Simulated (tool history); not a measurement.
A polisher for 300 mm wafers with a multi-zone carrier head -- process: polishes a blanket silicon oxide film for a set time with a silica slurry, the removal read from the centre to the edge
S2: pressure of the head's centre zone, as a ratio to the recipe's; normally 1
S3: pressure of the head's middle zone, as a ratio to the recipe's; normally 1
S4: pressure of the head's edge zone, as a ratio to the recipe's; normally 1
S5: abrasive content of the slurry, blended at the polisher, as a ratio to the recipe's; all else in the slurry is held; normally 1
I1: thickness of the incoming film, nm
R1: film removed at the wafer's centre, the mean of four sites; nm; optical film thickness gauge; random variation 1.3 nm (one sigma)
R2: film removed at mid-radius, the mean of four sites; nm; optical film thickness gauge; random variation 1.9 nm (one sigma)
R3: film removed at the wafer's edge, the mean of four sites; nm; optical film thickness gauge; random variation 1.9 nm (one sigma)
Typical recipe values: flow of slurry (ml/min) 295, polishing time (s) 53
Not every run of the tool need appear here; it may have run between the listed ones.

{"run": 1, "day": 0.0, "flow of slurry (ml/min)": 385, "S2": 1.09, "S3": 1, "S4": 1, "S5": 1, "polishing time (s)": 53, "I1": 1727.2, "R1": 138.7, "R2": 127.5, "R3": 130.6}
{"run": 2, "day": 0.558, "flow of slurry (ml/min)": 215, "S2": 1, "S3": 1, "S4": 1, "S5": 1, "polishing time (s)": 53, "I1": 1719.5, "R1": 118.1, "R2": 118.3, "R3": 120.8}
{"day": 1.367, "done": "worn pad replaced by a new one"}
{"run": 3, "day": 1.388, "flow of slurry (ml/min)": 295, "S2": 1, "S3": 1, "S4": 1, "S5": 1.25, "polishing time (s)": 53, "I1": 1722, "R1": 133.1, "R2": 138.6, "R3": 139.2}
{"run": 4, "day": 2.596, "flow of slurry (ml/min)": 295, "S2": 1, "S3": 1.07, "S4": 1, "S5": 1, "polishing time (s)": 53, "I1": 1685.2, "R1": 121.5, "R2": 128.9, "R3": 127.4}
{"run": 5, "day": 3.658, "flow of slurry (ml/min)": 295, "S2": 1, "S3": 1, "S4": 1, "S5": 0.9, "polishing time (s)": 53, "I1": 1759.6, "R1": 117, "R2": 117.6, "R3": 122.1}
{"day": 4.117, "done": "slurry nozzle cleaned, repeated, since the last time left the tool worse"}
{"run": 6, "day": 4.796, "flow of slurry (ml/min)": 295, "S2": 0.9, "S3": 0.94, "S4": 1.08, "S5": 1, "polishing time (s)": 53, "I1": 1746, "R1": 116.3, "R2": 119.8, "R3": 133}
{"run": 7, "day": 6.112, "flow of slurry (ml/min)": 295, "S2": 1, "S3": 1.07, "S4": 1, "S5": 1, "polishing time (s)": 53, "I1": 1742, "R1": 127.5, "R2": 136.8, "R3": 133.4}
{"day": 6.362, "done": "carrier head's membrane replaced by a new one"}
{"run": 8, "day": 6.95, "flow of slurry (ml/min)": 255, "S2": 1, "S3": 1, "S4": 1, "S5": 1.25, "polishing time (s)": 39, "I1": 1731.5, "R1": 102.5, "R2": 102.6, "R3": 106.2}
{"run": 9, "day": 7.729, "flow of slurry (ml/min)": 295, "S2": 1, "S3": 1, "S4": 1, "S5": 1, "polishing time (s)": 63, "I1": 1730.2, "R1": 153.5, "R2": 156.9, "R3": 155.7}
{"day": 8.829, "done": "centre zone pressure recalibrated"}
{"run": 10, "day": 9.058, "flow of slurry (ml/min)": 295, "S2": 1.08, "S3": 1, "S4": 1, "S5": 1, "polishing time (s)": 53, "I1": 1701.4, "R1": 136, "R2": 130.7, "R3": 131.6}
{"run": 11, "day": 9.958, "flow of slurry (ml/min)": 295, "S2": 1, "S3": 1, "S4": 1, "S5": 1, "polishing time (s)": 53, "I1": 1737.5, "R1": 127.6, "R2": 130.5, "R3": 130.6}
{"day": 11.167, "done": "worn pad replaced by a new one"}
{"run": 12, "day": 11.188, "flow of slurry (ml/min)": 255, "S2": 1, "S3": 1.06, "S4": 1, "S5": 1, "polishing time (s)": 53, "I1": 1746.5, "R1": 125.2, "R2": 133.7, "R3": 131.4}
{"day": 11.788, "done": "edge zone pressure recalibrated"}
{"run": 13, "day": 12.262, "flow of slurry (ml/min)": 375, "S2": 1, "S3": 1, "S4": 0.94, "S5": 0.7, "polishing time (s)": 70, "I1": 1722.9, "R1": 151.1, "R2": 152.6, "R3": 150}
{"run": 14, "day": 13.367, "flow of slurry (ml/min)": 325, "S2": 1, "S3": 1.1, "S4": 1, "S5": 1.2, "polishing time (s)": 53, "I1": 1706.7, "R1": 136.7, "R2": 149.3, "R3": 138.7}
{"run": 15, "day": 14.554, "flow of slurry (ml/min)": 295, "S2": 1, "S3": 1, "S4": 1, "S5": 1, "polishing time (s)": 59, "I1": 1743.4, "R1": 141.9, "R2": 144.9, "R3": 148.5}
{"run": 16, "day": 15.612, "flow of slurry (ml/min)": 295, "S2": 1, "S3": 1, "S4": 1, "S5": 1, "polishing time (s)": 53, "I1": 1729.9, "R1": 125.4, "R2": 127.7, "R3": 130.7}
{"run": 17, "day": 17.042, "flow of slurry (ml/min)": 295, "S2": 1, "S3": 1, "S4": 1, "S5": 0.8, "polishing time (s)": 43, "I1": 1727.9, "R1": 93.8, "R2": 99.6, "R3": 96.9}
{"run": 18, "day": 18.271, "flow of slurry (ml/min)": 295, "S2": 1, "S3": 0.91, "S4": 1, "S5": 1, "polishing time (s)": 53, "I1": 1748.1, "R1": 129.4, "R2": 118.4, "R3": 132}
{"run": 19, "day": 19.329, "flow of slurry (ml/min)": 295, "S2": 1, "S3": 1, "S4": 1, "S5": 1, "polishing time (s)": 53, "I1": 1723.7, "R1": 125.9, "R2": 127.2, "R3": 134.6}
{"run": 20, "day": 20.708, "flow of slurry (ml/min)": 295, "S2": 0.92, "S3": 1, "S4": 1, "S5": 1, "polishing time (s)": 53, "I1": 1748, "R1": 116.9, "R2": 130.7, "R3": 130.9}
{"day": 21.004, "done": "worn pad replaced by a new one"}
{"run": 21, "day": 21.796, "flow of slurry (ml/min)": 295, "S2": 1, "S3": 1, "S4": 0.96, "S5": 0.7, "polishing time (s)": 59, "I1": 1730.6, "R1": 122.5, "R2": 125.9, "R3": 124.1}

Here are 4 independent what-if runs from the current tool condition. What would each one return?
{"run": "A", "day": 21.812, "flow of slurry (ml/min)": 295, "S2": 1, "S3": 1, "S4": 1, "S5": 1, "polishing time (s)": 53, "I1": 1732.7, "R1": "?", "R2": "?", "R3": "?"}
{"run": "B", "day": 21.812, "flow of slurry (ml/min)": 255, "S2": 1, "S3": 1.05, "S4": 1, "S5": 1, "polishing time (s)": 35, "I1": 1732.7, "R1": "?", "R2": "?", "R3": "?"}
{"run": "C", "day": 21.812, "flow of slurry (ml/min)": 340, "S2": 1.06, "S3": 1, "S4": 1.09, "S5": 1, "polishing time (s)": 53, "I1": 1732.7, "R1": "?", "R2": "?", "R3": "?"}
{"run": "D", "day": 21.812, "flow of slurry (ml/min)": 295, "S2": 1, "S3": 1, "S4": 1, "S5": 0.75, "polishing time (s)": 36, "I1": 1732.7, "R1": "?", "R2": "?", "R3": "?"}

run=A R1=125.8 R2=125.8 R3=132
run=B R1=81.9 R2=85.5 R3=86.2
run=C R1=134.6 R2=127.3 R3=139
run=D R1=76.5 R2=76.5 R3=80.2
What these runs would have given with no unlogged condition in the tool:
run=A R1=128.3 R2=128.1 R3=133.8
run=B R1=83.7 R2=87.1 R3=87.5
run=C R1=136.9 R2=129.3 R3=140.7
run=D R1=78 R2=77.8 R3=81.3

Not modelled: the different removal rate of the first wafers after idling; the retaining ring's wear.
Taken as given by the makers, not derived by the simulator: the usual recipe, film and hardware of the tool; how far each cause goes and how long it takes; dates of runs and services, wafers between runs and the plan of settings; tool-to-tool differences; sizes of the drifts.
